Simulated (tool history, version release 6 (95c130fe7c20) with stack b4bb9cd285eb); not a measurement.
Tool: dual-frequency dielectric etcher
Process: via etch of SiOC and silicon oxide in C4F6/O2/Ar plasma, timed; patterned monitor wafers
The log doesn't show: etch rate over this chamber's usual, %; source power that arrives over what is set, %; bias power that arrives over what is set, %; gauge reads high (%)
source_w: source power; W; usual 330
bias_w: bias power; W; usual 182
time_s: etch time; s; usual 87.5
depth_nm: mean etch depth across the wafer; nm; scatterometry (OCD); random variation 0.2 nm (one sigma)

run    hour  source_w  bias_w  time_s  wafers since the last listed run  hours since the last wet clean  hours since the last source power generator calibration  hours since the last bias power generator calibration  hours since the last upper electrode change  hours since the gauge calibration  read-back reference wafer on the same gauge, depth_nm  depth_nm
  1       0       330     182    87.5                                 0                           166.8                                                   2020.7                                                 3695.5                                         2286                              634.2                                                   91.7      82.5
  2    36.1       330     182    87.5                               236                           202.9                                                   2056.8                                                 3731.6                                       2322.1                              670.3                                                   91.7      82.8
  3    82.4       330     182    87.5                               303                           249.2                                                   2103.1                                                 3777.9                                       2368.4                              716.6                                                   91.7      82.9
  4   146.8       330     182    87.5                               421                           313.6                                                   2167.5                                                 3842.3                                       2432.8                                781                                                   91.7      82.7
  5   177.2       330     182    87.5                               198                             344                                                   2197.9                                                 3872.7                                       2463.2                              811.4                                                   91.7      82.9
  6   213.1       330     182    87.5                               234                           379.9                                                   2233.8                                                 3908.6                                       2499.1                              847.3                                                   91.6      82.9
  7     278       330     182    87.5                               424                           444.8                                                   2298.7                                                 3973.5                                         2564                              912.2                                                   91.7      82.9
      319.2  -- wet clean of the chamber
  8   319.7       330     182    87.5                               115                             0.5                                                   2340.4                                                 4015.2                                       2605.7                              953.9                                                   91.7      82.7
  9   367.1       330     182    87.5                               310                            47.9                                                   2387.8                                                 4062.6                                       2653.1                             1001.3                                                   91.7      82.6
 10   419.8       330     182     107                               344                           100.6                                                   2440.5                                                 4115.3                                       2705.8                               1054                                                   91.7     101.8
      462.7  -- upper electrode replaced
 11   470.4       330     182     107                               174                           151.2                                                   2491.1                                                 4165.9                                          7.7                             1104.6                                                   91.7     101.3
 12   512.7       330     182     107                               276                           193.5                                                   2533.4                                                 4208.2                                           50                             1146.9                                                   91.6     101.4
      518.8  -- bias power generator calibrated
 13   563.3       330     182    97.5                               304                           244.1                                                     2584                                                   44.5                                        100.6                             1197.5                                                   91.7      92.3
 14   594.1       300     199    87.5                               201                           274.9                                                   2614.8                                                   75.3                                        131.4                             1228.3                                                   91.7      81.7
      636.3  -- gauge calibrated
 15   658.7       330     182      79                               422                           339.5                                                   2679.4                                                  139.9                                          196                               22.4                                                   91.7      74.9
      691.1  -- source power generator calibrated
 16   719.2       400     196    87.5                               369                             400                                                     28.1                                                  200.4                                        256.5                               82.9                                                   91.7      91.2
 17     776       390     182    62.5                               371                           456.8                                                     84.9                                                  257.2                                        313.3                              139.7                                                   91.7      63.4
      803.2  -- wet clean of the chamber
 18   813.7       330     182    87.5                                89                            10.5                                                    122.6                                                  294.9                                          351                              177.4                                                   91.7      82.8
 19     848       330     151     110                               224                            44.8                                                    156.9                                                  329.2                                        385.3                              211.7                                                   91.7      98.9
 20   877.3       270     142   101.5                               191                            74.1                                                    186.2                                                  358.5                                        414.6                                241                                                   91.7      81.9
 21   926.2       330     182    87.5                               320                             123                                                    235.1                                                  407.4                                        463.5                              289.9                                                   91.7      82.7
 22  1075.6       330     182    87.5                               977                           272.4                                                    384.5                                                  556.8                                        612.9                              439.3                                                   91.7      82.8
 23  1127.9       330     182    87.5                               342                           324.7                                                    436.8                                                  609.1                                        665.2                              491.6                                                   91.7      82.8
 24  1176.1       400     182    73.5                               315                           372.9                                                      485                                                  657.3                                        713.4                              539.8                                                   91.7        75
 25  1224.1       280     153   108.5                               314                           420.9                                                      533                                                  705.3                                        761.4                              587.8                                                   91.7      91.5
     1297.2  -- wet clean of the chamber
 26  1297.7       290     201      73                               324                             0.5                                                    606.6                                                  778.9                                          835                              661.4                                                   91.7      67.5

Forecast each of these 3 alternatives for the next run:
  A  1298.1       330     182   112.5                                 2                             0.9                                                      607                                                  779.3                                        835.4                              661.8                                                      ?         ?
  B  1298.1       410     136      65                                 2                             0.9                                                      607                                                  779.3                                        835.4                              661.8                                                      ?         ?
  C  1298.1       330     149      79                                 2                             0.9                                                      607                                                  779.3                                        835.4                              661.8                                                      ?         ?

run  read-back reference wafer on the same gauge, depth_nm  depth_nm
  A                                                   91.7       106
  B                                                   91.7      61.6
  C                                                   91.7      70.2
Without the tool's hidden state the same runs would have given:
run  depth_nm
  A       106
  B      61.6
  C      70.2
